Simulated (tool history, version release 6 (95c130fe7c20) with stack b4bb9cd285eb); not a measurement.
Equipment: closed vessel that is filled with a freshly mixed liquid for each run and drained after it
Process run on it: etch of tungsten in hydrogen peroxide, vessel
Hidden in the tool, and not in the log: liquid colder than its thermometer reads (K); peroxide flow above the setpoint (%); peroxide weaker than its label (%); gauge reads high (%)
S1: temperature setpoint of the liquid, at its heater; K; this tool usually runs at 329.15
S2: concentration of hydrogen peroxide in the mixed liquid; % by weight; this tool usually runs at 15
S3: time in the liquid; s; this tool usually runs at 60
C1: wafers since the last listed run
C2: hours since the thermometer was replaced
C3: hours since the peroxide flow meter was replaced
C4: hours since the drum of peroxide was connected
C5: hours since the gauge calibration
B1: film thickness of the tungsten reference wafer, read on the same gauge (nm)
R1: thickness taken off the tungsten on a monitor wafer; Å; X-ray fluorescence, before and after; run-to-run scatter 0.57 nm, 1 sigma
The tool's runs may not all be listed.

| run | hour | S1 | S2 | S3 | C1 | C2 | C3 | C4 | C5 | B1 | R1 |
|---|---|---|---|---|---|---|---|---|---|---|---|
| 1 | 0 | 329.15 | 15 | 60 | 0 | 1170.2 | 1422 | 184.3 | 121.5 | 89.98 | 1811.5 |
| 2 | 16.6 | 329.15 | 15 | 60 | 1418 | 1186.8 | 1438.6 | 200.9 | 138.1 | 90.01 | 1798.1 |
| 3 | 33 | 329.15 | 15 | 60 | 1401 | 1203.2 | 1455 | 217.3 | 154.5 | 90.01 | 1808.4 |
| 4 | 42.6 | 329.15 | 15 | 60 | 820 | 1212.8 | 1464.6 | 226.9 | 164.1 | 90.01 | 1808.2 |
| 5 | 50.5 | 329.15 | 15 | 60 | 675 | 1220.7 | 1472.5 | 234.8 | 172 | 90.01 | 1797.2 |
| 6 | 58 | 329.15 | 15 | 60 | 640 | 1228.2 | 1480 | 242.3 | 179.5 | 90 | 1797.8 |
| 7 | 72.9 | 329.15 | 15 | 60 | 1273 | 1243.1 | 1494.9 | 257.2 | 194.4 | 90.01 | 1803.4 |
|  | 78.7 | thermometer replaced |
| 8 | 88 | 329.15 | 15 | 60 | 1204 | 9.3 | 1510 | 272.3 | 209.5 | 89.99 | 1794.3 |
| 9 | 99.7 | 338.15 | 15 | 60 | 999 | 21 | 1521.7 | 284 | 221.2 | 89.98 | 3015.5 |
|  | 119.8 | gauge calibrated |
|  | 131.4 | peroxide flow meter replaced |
| 10 | 151.3 | 339.15 | 12 | 75 | 4323 | 72.6 | 19.9 | 335.6 | 31.5 | 89.99 | 3564.8 |
| 11 | 159.7 | 329.15 | 17.5 | 60 | 717 | 81 | 28.3 | 344 | 39.9 | 89.99 | 1946.5 |
|  | 166 | new drum of peroxide connected |
| 12 | 169.9 | 332.65 | 15 | 80 | 786 | 91.2 | 38.5 | 3.9 | 50.1 | 90.03 | 2932.2 |
| 13 | 184.8 | 331.65 | 16.5 | 30 | 1273 | 106.1 | 53.4 | 18.8 | 65 | 90.01 | 1097.9 |
| 14 | 201.5 | 336.65 | 15 | 85 | 1426 | 122.8 | 70.1 | 35.5 | 81.7 | 89.99 | 3898.4 |
| 15 | 215.5 | 329.15 | 12.5 | 60 | 1196 | 136.8 | 84.1 | 49.5 | 95.7 | 89.99 | 1639.5 |

The tool's hidden state at each run:
liquid colder than its thermometer reads (K): 0, the same for each run
peroxide flow above the setpoint (%): 0, the same for each run
peroxide weaker than its label (%): 0, the same for each run
gauge reads high (%): 0, the same for each run

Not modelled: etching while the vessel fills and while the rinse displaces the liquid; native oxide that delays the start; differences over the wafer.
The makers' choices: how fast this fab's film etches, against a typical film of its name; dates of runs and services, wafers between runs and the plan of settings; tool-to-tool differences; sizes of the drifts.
